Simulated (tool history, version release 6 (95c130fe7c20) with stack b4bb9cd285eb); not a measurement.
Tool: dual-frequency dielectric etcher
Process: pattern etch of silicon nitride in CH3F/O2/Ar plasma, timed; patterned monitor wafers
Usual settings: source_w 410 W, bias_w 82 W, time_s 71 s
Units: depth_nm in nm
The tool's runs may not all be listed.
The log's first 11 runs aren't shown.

run	hour	source_w	bias_w	time_s	wafers since the last listed run	hours since the last wet clean	hours since the last source power generator calibration	hours since the last bias power generator calibration	hours since the last upper electrode change	hours since the gauge calibration	read-back reference wafer on the same gauge, depth_nm	depth_nm
12	974.5	490	82	56	1255	249.6	936.3	464	905.5	135.3	53.7	41.8
13	1023.1	410	82	71	672	298.2	984.9	512.6	954.1	183.9	53.7	47.9
14	1090.1	410	82	71	927	365.2	1051.9	579.6	1021.1	250.9	53.8	47.8
15	1133.5	410	98	71	600	408.6	1095.3	623	1064.5	294.3	53.7	51.5
16	1207.2	310	101	62	1020	482.3	1169	696.7	1138.2	368	53.7	38.1
# hour 1306.4: wet clean of the chamber
17	1306.9	450	101	71	1048	0.5	1268.7	796.4	1237.9	467.7	53.8	55.1
18	1344.1	410	68	71	515	37.7	1305.9	833.6	1275.1	504.9	53.7	44.2
19	1432.5	500	71	55	1224	126.1	1394.3	922	1363.5	593.3	53.7	39
20	1497.6	340	82	60	901	191.2	1459.4	987.1	1428.6	658.4	53.7	35.9
21	1534.6	490	87	71	512	228.2	1496.4	1024.1	1465.6	695.4	53.7	54
22	1640.4	460	82	71	1465	334	1602.2	1129.9	1571.4	801.2	53.7	51
23	1742.8	350	102	57.5	1417	436.4	1704.6	1232.3	1673.8	903.6	53.7	38.4
24	1812.5	410	96	55	965	506.1	1774.3	1302	1743.5	973.3	53.6	39.4
25	1850	310	64	65	519	543.6	1811.8	1339.5	1781	1010.8	53.7	32.8
# hour 1893.1: wet clean of the chamber
26	1901	480	68	71	373	7.9	1862.8	1390.5	1832	1061.8	53.7	48.4
27	1960.4	410	82	71	822	67.3	1922.2	1449.9	1891.4	1121.2	53.7	47.4
28	2040.2	410	82	71	1105	147.1	2002	1529.7	1971.2	1201	53.7	47.7
29	2143.3	380	91	64.5	1427	250.2	2105.1	1632.8	2074.3	1304.1	53.6	43.1
30	2190.3	410	82	71	650	297.2	2152.1	1679.8	2121.3	1351.1	53.6	47.5

4 ways to go on from here, each from the tool as it stands after run 30. What would each give?
A	2190.7	410	67	71	5	297.6	2152.5	1680.2	2121.7	1351.5	?	?
B	2190.7	480	82	71	5	297.6	2152.5	1680.2	2121.7	1351.5	?	?
C	2190.7	410	82	62	5	297.6	2152.5	1680.2	2121.7	1351.5	?	?
D	2190.7	360	63	76.5	5	297.6	2152.5	1680.2	2121.7	1351.5	?	?

run	read-back reference wafer on the same gauge, depth_nm	depth_nm
A	53.7	44
B	53.7	52.4
C	53.7	41.8
D	53.7	42.6
Without the tool's hidden state the same runs would have given:
run	depth_nm
A	44.2
B	52.7
C	42
D	42.8
